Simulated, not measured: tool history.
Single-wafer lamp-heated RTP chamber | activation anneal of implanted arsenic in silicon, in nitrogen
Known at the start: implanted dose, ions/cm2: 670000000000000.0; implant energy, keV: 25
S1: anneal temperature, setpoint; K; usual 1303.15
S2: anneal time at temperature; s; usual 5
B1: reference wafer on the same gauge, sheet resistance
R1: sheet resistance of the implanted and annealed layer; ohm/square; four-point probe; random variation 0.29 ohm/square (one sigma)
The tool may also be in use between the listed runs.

run,hour,S1,S2,B1,R1
1,0.0,1286.15,5,173.00,162.81
2,19.2,1286.15,5,173.08,162.98
3,41.0,1303.15,5,172.86,160.53
4,65.7,1303.15,5,172.98,160.05
5,84.6,1303.15,5,172.96,159.74
6,107.6,1303.15,5,172.88,159.79
7,125.5,1303.15,5,172.97,159.74
# hour 150.0: pyrometer window cleaned and pyrometer calibrated
8,159.8,1303.15,5,172.96,160.67
9,178.0,1303.15,5,173.01,160.24
10,206.5,1303.15,5,172.91,160.67
11,240.2,1303.15,5,173.04,160.63
12,274.2,1303.15,6,172.86,159.11
# hour 307.1: pyrometer window cleaned and pyrometer calibrated
# hour 338.7: gauge calibrated
13,379.2,1303.15,6,173.03,160.37
14,406.3,1280.15,5,173.03,164.01
15,425.9,1329.15,5,173.04,157.22
16,448.7,1303.15,4,173.00,161.40
# hour 462.3: pyrometer window cleaned and pyrometer calibrated
17,469.5,1319.15,5,172.96,159.07
18,497.9,1293.15,3,173.01,164.93
# hour 520.8: reflector plate cleaned
19,526.6,1280.15,7,172.94,161.64
20,543.8,1278.15,5,172.99,163.89
21,562.2,1295.15,8,172.96,159.20
22,579.7,1329.15,5,173.02,157.54
23,622.2,1290.15,4,173.05,162.58
24,635.6,1303.15,5,173.00,159.59
# hour 655.6: pyrometer window cleaned and pyrometer calibrated
25,656.9,1280.15,5,173.02,163.79
26,678.8,1294.15,5,172.94,162.11
27,706.5,1329.15,3,173.09,160.44
28,739.5,1303.15,5,172.96,160.42
29,772.5,1275.15,8,173.00,161.63

Forecast each of these 5 alternatives for the next run:
A,772.9,1303.15,3,?,?
B,772.9,1326.15,5,?,?
C,772.9,1315.15,6,?,?
D,772.9,1279.15,7,?,?
E,772.9,1318.15,8,?,?

run,B1,R1
A,173.00,163.08
B,173.00,157.65
C,173.00,157.95
D,173.00,161.59
E,173.00,156.07
Without the tool's hidden state the same runs would have given:
run,R1
A,163.90
B,158.39
C,158.71
D,162.47
E,156.83
